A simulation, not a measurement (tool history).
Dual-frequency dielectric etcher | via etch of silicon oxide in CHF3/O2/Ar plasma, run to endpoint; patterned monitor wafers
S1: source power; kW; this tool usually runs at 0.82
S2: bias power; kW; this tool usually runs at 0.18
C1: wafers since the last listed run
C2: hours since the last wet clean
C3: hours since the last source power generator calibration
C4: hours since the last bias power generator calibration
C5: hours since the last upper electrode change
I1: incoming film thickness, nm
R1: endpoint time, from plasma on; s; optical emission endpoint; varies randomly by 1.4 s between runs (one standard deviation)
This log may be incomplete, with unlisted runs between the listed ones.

| run | hour | S1 | S2 | C1 | C2 | C3 | C4 | C5 | I1 | R1 |
|---|---|---|---|---|---|---|---|---|---|---|
| 1 | 0 | 0.82 | 0.18 | 0 | 201.6 | 3398.7 | 1357.1 | 4313.4 | 817 | 373 |
| 2 | 55.4 | 0.82 | 0.18 | 166 | 257 | 3454.1 | 1412.5 | 4368.8 | 815.5 | 370.7 |
| 3 | 110.2 | 0.82 | 0.18 | 164 | 311.8 | 3508.9 | 1467.3 | 4423.6 | 830.7 | 374.7 |
| 4 | 149.8 | 0.82 | 0.18 | 118 | 351.4 | 3548.5 | 1506.9 | 4463.2 | 823.3 | 370.3 |
| 5 | 187 | 0.73 | 0.21 | 111 | 388.6 | 3585.7 | 1544.1 | 4500.4 | 823.9 | 376.3 |
| 6 | 231.9 | 0.82 | 0.163 | 134 | 433.5 | 3630.6 | 1589 | 4545.3 | 821.4 | 382.2 |
|  | 278.2 | bias power generator calibrated |
| 7 | 290.4 | 0.75 | 0.18 | 163 | 492 | 3689.1 | 12.2 | 4603.8 | 816.5 | 383.8 |
|  | 335.9 | wet clean of the chamber |
| 8 | 336.4 | 0.82 | 0.18 | 65 | 0.5 | 3735.1 | 58.2 | 4649.8 | 814 | 380.5 |
| 9 | 451.5 | 0.82 | 0.18 | 345 | 115.6 | 3850.2 | 173.3 | 4764.9 | 828.3 | 384.6 |
| 10 | 512.2 | 0.82 | 0.18 | 182 | 176.3 | 3910.9 | 234 | 4825.6 | 812.3 | 375.8 |
| 11 | 576.7 | 0.66 | 0.204 | 193 | 240.8 | 3975.4 | 298.5 | 4890.1 | 826.9 | 412.1 |
| 12 | 619.4 | 0.69 | 0.16 | 128 | 283.5 | 4018.1 | 341.2 | 4932.8 | 825.4 | 437.4 |
|  | 660.5 | upper electrode replaced |
| 13 | 672 | 0.64 | 0.155 | 85 | 336.1 | 4070.7 | 393.8 | 11.5 | 815.2 | 453.5 |
| 14 | 701 | 0.63 | 0.198 | 86 | 365.1 | 4099.7 | 422.8 | 40.5 | 820.9 | 417.5 |
|  | 723.3 | source power generator calibrated |
| 15 | 749.8 | 0.93 | 0.151 | 134 | 413.9 | 26.5 | 471.6 | 89.3 | 820.5 | 373.2 |
|  | 819.2 | wet clean of the chamber |
| 16 | 819.7 | 0.82 | 0.18 | 137 | 0.5 | 96.4 | 541.5 | 159.2 | 820.7 | 387.4 |
| 17 | 856.5 | 0.75 | 0.202 | 110 | 37.3 | 133.2 | 578.3 | 196 | 823.6 | 388.6 |
| 18 | 905.8 | 0.66 | 0.18 | 147 | 86.6 | 182.5 | 627.6 | 245.3 | 818.6 | 429.2 |

Results per run with the tool's hidden condition removed, run-to-run variation unchanged:
The hidden state here: etch rate over this chamber's usual, %; source power that arrives over what is set, %; bias power that arrives over what is set, %.
| run | R1 |
|---|---|
| 1 | 381.8 |
| 2 | 381.2 |
| 3 | 386.9 |
| 4 | 383.7 |
| 5 | 391 |
| 6 | 398.6 |
| 7 | 402.1 |
| 8 | 379.3 |
| 9 | 387 |
| 10 | 380.1 |
| 11 | 419 |
| 12 | 446.3 |
| 13 | 464.8 |
| 14 | 428.8 |
| 15 | 384.9 |
| 16 | 385.6 |
| 17 | 388 |
| 18 | 430.4 |
